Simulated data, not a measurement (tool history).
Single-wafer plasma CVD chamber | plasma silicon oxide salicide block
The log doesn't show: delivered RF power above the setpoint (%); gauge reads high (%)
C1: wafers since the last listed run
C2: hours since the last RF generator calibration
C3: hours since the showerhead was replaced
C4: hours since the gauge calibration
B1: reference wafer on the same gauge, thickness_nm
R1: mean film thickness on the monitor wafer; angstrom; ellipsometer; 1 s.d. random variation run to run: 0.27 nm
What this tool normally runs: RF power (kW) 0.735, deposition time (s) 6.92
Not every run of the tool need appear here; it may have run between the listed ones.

run 1 hour=0 | RF_power_(kW)=0.735 deposition_time_(s)=6.92 | C1=0 C2=695.2 C3=7401.4 C4=101.1 | B1=66.094 | R1=744.65
run 2 hour=54.6 | RF_power_(kW)=0.735 deposition_time_(s)=6.92 | C1=2074 C2=749.8 C3=7456 C4=155.7 | B1=66.207 | R1=738.88
run 3 hour=200.3 | RF_power_(kW)=0.735 deposition_time_(s)=5.94 | C1=5536 C2=895.5 C3=7601.7 C4=301.4 | B1=66.126 | R1=637.41
run 4 hour=243.4 | RF_power_(kW)=0.735 deposition_time_(s)=5.94 | C1=1637 C2=938.6 C3=7644.8 C4=344.5 | B1=65.997 | R1=641.73
run 5 hour=270.3 | RF_power_(kW)=0.735 deposition_time_(s)=5.94 | C1=1022 C2=965.5 C3=7671.7 C4=371.4 | B1=66.055 | R1=636.38
-- hour=439.3 showerhead replaced
run 6 hour=455.6 | RF_power_(kW)=0.79 deposition_time_(s)=7.6 | C1=6737 C2=1150.8 C3=16.3 C4=556.7 | B1=66.101 | R1=836.32
run 7 hour=518.9 | RF_power_(kW)=0.79 deposition_time_(s)=7.6 | C1=2405 C2=1214.1 C3=79.6 C4=620 | B1=66.145 | R1=833.4
run 8 hour=548.8 | RF_power_(kW)=0.79 deposition_time_(s)=7.6 | C1=1136 C2=1244 C3=109.5 C4=649.9 | B1=66.088 | R1=833.76
run 9 hour=591.5 | RF_power_(kW)=0.735 deposition_time_(s)=6.11 | C1=1622 C2=1286.7 C3=152.2 C4=692.6 | B1=66.183 | R1=652.05
-- hour=636.5 RF generator calibrated
run 10 hour=661.6 | RF_power_(kW)=0.735 deposition_time_(s)=6.11 | C1=2359 C2=25.1 C3=222.3 C4=762.7 | B1=66.083 | R1=670.61
run 11 hour=691.8 | RF_power_(kW)=0.735 deposition_time_(s)=7.59 | C1=1147 C2=55.3 C3=252.5 C4=792.9 | B1=66.091 | R1=829.37
-- hour=710.4 gauge calibrated
run 12 hour=763.1 | RF_power_(kW)=0.735 deposition_time_(s)=5.9 | C1=2709 C2=126.6 C3=323.8 C4=52.7 | B1=66.199 | R1=646.83
run 13 hour=787.3 | RF_power_(kW)=0.735 deposition_time_(s)=7.43 | C1=919 C2=150.8 C3=348 C4=76.9 | B1=66.111 | R1=808.23
run 14 hour=839.6 | RF_power_(kW)=0.855 deposition_time_(s)=8.25 | C1=1987 C2=203.1 C3=400.3 C4=129.2 | B1=66.072 | R1=938.08
run 15 hour=893.5 | RF_power_(kW)=0.625 deposition_time_(s)=5.55 | C1=2048 C2=257 C3=454.2 C4=183.1 | B1=66.137 | R1=577.18
run 16 hour=957.4 | RF_power_(kW)=0.64 deposition_time_(s)=7.73 | C1=2428 C2=320.9 C3=518.1 C4=247 | B1=66.125 | R1=807.11
run 17 hour=1021.4 | RF_power_(kW)=0.735 deposition_time_(s)=6.92 | C1=2432 C2=384.9 C3=582.1 C4=311 | B1=66.123 | R1=752.18
run 18 hour=1069.2 | RF_power_(kW)=0.83 deposition_time_(s)=6.41 | C1=1816 C2=432.7 C3=629.9 C4=358.8 | B1=66.059 | R1=719.92
run 19 hour=1130.1 | RF_power_(kW)=0.84 deposition_time_(s)=6.03 | C1=2314 C2=493.6 C3=690.8 C4=419.7 | B1=66.043 | R1=679.95
run 20 hour=1165.7 | RF_power_(kW)=0.595 deposition_time_(s)=6.39 | C1=1352 C2=529.2 C3=726.4 C4=455.3 | B1=66.096 | R1=652.07
run 21 hour=1231.6 | RF_power_(kW)=0.64 deposition_time_(s)=5.68 | C1=2504 C2=595.1 C3=792.3 C4=521.2 | B1=66.046 | R1=587.21
run 22 hour=1283.9 | RF_power_(kW)=0.735 deposition_time_(s)=6.92 | C1=1987 C2=647.4 C3=844.6 C4=573.5 | B1=66.16 | R1=751.16
run 23 hour=1344.3 | RF_power_(kW)=0.795 deposition_time_(s)=7.28 | C1=2295 C2=707.8 C3=905 C4=633.9 | B1=66.073 | R1=805.66
run 24 hour=1386.4 | RF_power_(kW)=0.69 deposition_time_(s)=8.01 | C1=1599 C2=749.9 C3=947.1 C4=676 | B1=66.203 | R1=848.52
run 25 hour=1437.9 | RF_power_(kW)=0.735 deposition_time_(s)=6.92 | C1=1957 C2=801.4 C3=998.6 C4=727.5 | B1=66.065 | R1=748.52

Exercise: give the hidden state of the tool at every run:
gauge reads high (%): 0 on each run
H1: delivered RF power above the setpoint (%)
run=1 H1=-7.43
run=2 H1=-7.64
run=3 H1=-8.09
run=4 H1=-8.2
run=5 H1=-8.27
run=6 H1=-8.62
run=7 H1=-8.72
run=8 H1=-8.76
run=9 H1=-8.81
run=10 H1=-0.863
run=11 H1=-1.35
run=12 H1=-2.38
run=13 H1=-2.7
run=14 H1=-3.33
run=15 H1=-3.91
run=16 H1=-4.52
run=17 H1=-5.06
run=18 H1=-5.41
run=19 H1=-5.82
run=20 H1=-6.03
run=21 H1=-6.39
run=22 H1=-6.64
run=23 H1=-6.89
run=24 H1=-7.05
run=25 H1=-7.23

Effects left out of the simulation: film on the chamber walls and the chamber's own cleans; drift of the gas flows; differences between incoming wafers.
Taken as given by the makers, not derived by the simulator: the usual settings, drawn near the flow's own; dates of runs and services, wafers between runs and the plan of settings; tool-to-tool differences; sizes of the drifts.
